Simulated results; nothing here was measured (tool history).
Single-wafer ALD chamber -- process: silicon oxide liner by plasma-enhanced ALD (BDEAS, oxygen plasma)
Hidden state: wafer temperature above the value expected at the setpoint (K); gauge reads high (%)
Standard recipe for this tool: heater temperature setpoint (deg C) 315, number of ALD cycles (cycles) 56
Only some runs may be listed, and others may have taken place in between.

| run | hour | heater temperature setpoint (deg C) | number of ALD cycles (cycles) | wafers since the last listed run | hours since the last thermocouple change | hours since the gauge calibration | read-back reference wafer on the same gauge, thickness_nm | mean film thickness on the monitor wafer (nm) |
|---|---|---|---|---|---|---|---|---|
| 1 | 0.0 | 326 | 65 | 0 | 3008.8 | 156.8 | 5.757 | 5.882 |
| 2 | 29.0 | 326 | 65 | 183 | 3037.8 | 185.8 | 5.752 | 5.902 |
| 3 | 53.0 | 315 | 56 | 151 | 3061.8 | 209.8 | 5.753 | 5.152 |
| 4 | 65.2 | 315 | 56 | 77 | 3074.0 | 222.0 | 5.746 | 5.138 |
| 5 | 94.4 | 315 | 48 | 184 | 3103.2 | 251.2 | 5.737 | 4.421 |
| 6 | 122.1 | 315 | 48 | 175 | 3130.9 | 278.9 | 5.730 | 4.410 |
|  | 131.0 | thermocouple changed; heater temperature recalibrated |
| 7 | 190.6 | 315 | 48 | 382 | 59.6 | 347.4 | 5.704 | 4.401 |
| 8 | 222.7 | 324 | 46 | 202 | 91.7 | 379.5 | 5.693 | 4.133 |
|  | 230.2 | gauge calibrated |
| 9 | 240.4 | 323 | 50 | 111 | 109.4 | 10.2 | 5.808 | 4.596 |
| 10 | 269.6 | 302 | 56 | 184 | 138.6 | 39.4 | 5.801 | 5.312 |
| 11 | 289.4 | 328 | 66 | 125 | 158.4 | 59.2 | 5.799 | 5.998 |
| 12 | 315.6 | 306 | 49 | 165 | 184.6 | 85.4 | 5.799 | 4.614 |
| 13 | 347.6 | 315 | 56 | 202 | 216.6 | 117.4 | 5.800 | 5.186 |
| 14 | 373.8 | 311 | 52 | 165 | 242.8 | 143.6 | 5.791 | 4.861 |

Hidden state at the last listed run before each entry between runs and at the first one after, where it differs:
Run 6 -> run 7: thermocouple changed; heater temperature recalibrated (hour 131.0)
  gauge reads high (%): -1.04 -> -1.47
  measured value less the no-hidden-state value, mean film thickness on the monitor wafer (nm): -0.047 -> -0.066
Run 8 -> run 9: gauge calibrated (hour 230.2)
  gauge reads high (%): -1.69 -> 0.219
  measured value less the no-hidden-state value, mean film thickness on the monitor wafer (nm): -0.072 -> +0.010
